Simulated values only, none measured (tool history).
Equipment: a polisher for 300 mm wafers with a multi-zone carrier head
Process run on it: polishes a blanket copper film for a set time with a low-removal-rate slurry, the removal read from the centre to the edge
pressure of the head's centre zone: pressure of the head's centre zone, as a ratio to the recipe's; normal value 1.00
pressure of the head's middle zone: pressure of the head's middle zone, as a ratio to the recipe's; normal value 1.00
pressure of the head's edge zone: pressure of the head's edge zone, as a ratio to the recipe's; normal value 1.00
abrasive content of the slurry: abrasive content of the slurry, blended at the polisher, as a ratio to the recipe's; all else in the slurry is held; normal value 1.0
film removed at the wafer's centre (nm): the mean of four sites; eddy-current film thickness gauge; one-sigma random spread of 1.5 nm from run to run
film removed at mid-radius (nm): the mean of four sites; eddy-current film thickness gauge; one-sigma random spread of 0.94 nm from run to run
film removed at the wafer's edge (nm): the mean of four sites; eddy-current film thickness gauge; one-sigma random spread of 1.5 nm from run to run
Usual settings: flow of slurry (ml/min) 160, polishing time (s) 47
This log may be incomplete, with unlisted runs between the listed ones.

| run | hour | flow of slurry (ml/min) | pressure of the head's centre zone | pressure of the head's middle zone | pressure of the head's edge zone | abrasive content of the slurry | polishing time (s) | wafers since the last listed run | wafers polished on this pad | hours since the slurry nozzle was cleaned | hours since the centre zone pressure was calibrated | hours since the edge zone pressure was calibrated | hours since the carrier head's membrane was replaced | incoming thickness of the incoming film, nm | film removed at the wafer's centre (nm) | film removed at mid-radius (nm) | film removed at the wafer's edge (nm) |
|---|---|---|---|---|---|---|---|---|---|---|---|---|---|---|---|---|---|
| 1 | 0.0 | 160 | 1.00 | 1.00 | 1.00 | 0.9 | 47 | 0 | 753 | 290.4 | 1025.0 | 707.6 | 715.9 | 1056.9 | 101.3 | 106.7 | 102.4 |
|  | 4.5 | worn pad replaced by a new one |
| 2 | 6.2 | 160 | 1.00 | 1.00 | 1.00 | 0.9 | 47 | 22 | 16 | 296.6 | 1031.2 | 713.8 | 722.1 | 1048.8 | 101.7 | 105.2 | 100.7 |
| 3 | 14.9 | 160 | 1.00 | 1.00 | 1.00 | 0.9 | 47 | 88 | 105 | 305.3 | 1039.9 | 722.5 | 730.8 | 1060.0 | 100.8 | 106.7 | 100.5 |
| 4 | 28.5 | 160 | 1.00 | 1.00 | 0.94 | 0.9 | 47 | 138 | 243 | 318.9 | 1053.5 | 736.1 | 744.4 | 1025.9 | 104.5 | 108.2 | 97.9 |
| 5 | 40.8 | 160 | 1.00 | 1.00 | 0.94 | 0.9 | 47 | 124 | 368 | 331.2 | 1065.8 | 748.4 | 756.7 | 1034.7 | 100.2 | 105.5 | 100.3 |
| 6 | 52.5 | 160 | 1.00 | 1.00 | 0.94 | 0.9 | 47 | 118 | 486 | 342.9 | 1077.5 | 760.1 | 768.4 | 1035.9 | 101.5 | 107.0 | 99.6 |
| 7 | 66.4 | 160 | 1.00 | 1.00 | 1.00 | 1.0 | 47 | 141 | 627 | 356.8 | 1091.4 | 774.0 | 782.3 | 1034.8 | 105.6 | 110.5 | 105.4 |
|  | 72.4 | centre zone pressure recalibrated |
| 8 | 76.7 | 190 | 1.00 | 1.00 | 1.00 | 1.0 | 47 | 84 | 712 | 367.1 | 4.3 | 784.3 | 792.6 | 1037.7 | 106.6 | 112.0 | 107.9 |
| 9 | 87.1 | 115 | 0.89 | 1.00 | 1.00 | 0.8 | 34 | 105 | 817 | 377.5 | 14.7 | 794.7 | 803.0 | 1041.5 | 60.4 | 68.4 | 65.7 |
| 10 | 100.4 | 190 | 1.00 | 1.00 | 1.00 | 1.0 | 47 | 135 | 952 | 390.8 | 28.0 | 808.0 | 816.3 | 1038.6 | 107.9 | 114.2 | 107.5 |
|  | 102.5 | edge zone pressure recalibrated |
|  | 109.0 | worn pad replaced by a new one |
| 11 | 111.5 | 160 | 1.00 | 1.00 | 1.10 | 1.0 | 31 | 51 | 25 | 401.9 | 39.1 | 9.0 | 827.4 | 1037.2 | 71.2 | 73.0 | 73.5 |
|  | 115.5 | slurry nozzle cleaned |
| 12 | 123.6 | 160 | 1.00 | 1.00 | 1.00 | 1.0 | 47 | 112 | 137 | 8.1 | 51.2 | 21.1 | 839.5 | 1032.5 | 104.9 | 109.8 | 105.3 |
|  | 130.6 | carrier head's membrane replaced by a new one |
| 13 | 131.1 | 110 | 1.00 | 1.00 | 1.07 | 1.0 | 31 | 25 | 163 | 15.6 | 58.7 | 28.6 | 0.5 | 1054.7 | 64.9 | 66.4 | 67.9 |
| 14 | 146.9 | 195 | 1.00 | 0.95 | 1.00 | 1.0 | 54 | 160 | 323 | 31.4 | 74.5 | 44.4 | 16.3 | 1036.9 | 124.5 | 126.0 | 125.1 |
| 15 | 155.6 | 160 | 0.94 | 1.00 | 1.00 | 1.0 | 47 | 88 | 411 | 40.1 | 83.2 | 53.1 | 25.0 | 1022.0 | 102.2 | 110.7 | 102.0 |
| 16 | 171.2 | 160 | 1.00 | 1.00 | 1.00 | 1.0 | 47 | 158 | 570 | 55.7 | 98.8 | 68.7 | 40.6 | 1043.1 | 103.4 | 108.4 | 105.4 |

Each row is a separate what-if for the run after 16, all from the same tool condition, not one after another. Results?
| A | 171.6 | 160 | 1.00 | 1.00 | 0.88 | 1.0 | 47 | 4 | 574 | 56.1 | 99.2 | 69.1 | 41.0 | 1043.6 | ? | ? | ? |
| B | 171.6 | 110 | 0.92 | 1.10 | 1.06 | 1.0 | 47 | 4 | 574 | 56.1 | 99.2 | 69.1 | 41.0 | 1043.6 | ? | ? | ? |
| C | 171.6 | 110 | 1.00 | 0.89 | 1.05 | 1.0 | 47 | 4 | 574 | 56.1 | 99.2 | 69.1 | 41.0 | 1043.6 | ? | ? | ? |

| run | film removed at the wafer's centre (nm) | film removed at mid-radius (nm) | film removed at the wafer's edge (nm) |
|---|---|---|---|
| A | 104.5 | 109.3 | 100.1 |
| B | 89.9 | 108.0 | 102.3 |
| C | 94.0 | 90.3 | 102.1 |
What these runs would have given with no unlogged condition in the tool:
| run | film removed at the wafer's centre (nm) | film removed at mid-radius (nm) | film removed at the wafer's edge (nm) |
|---|---|---|---|
| A | 104.5 | 109.3 | 100.1 |
| B | 89.9 | 108.0 | 102.3 |
| C | 94.0 | 90.3 | 102.1 |
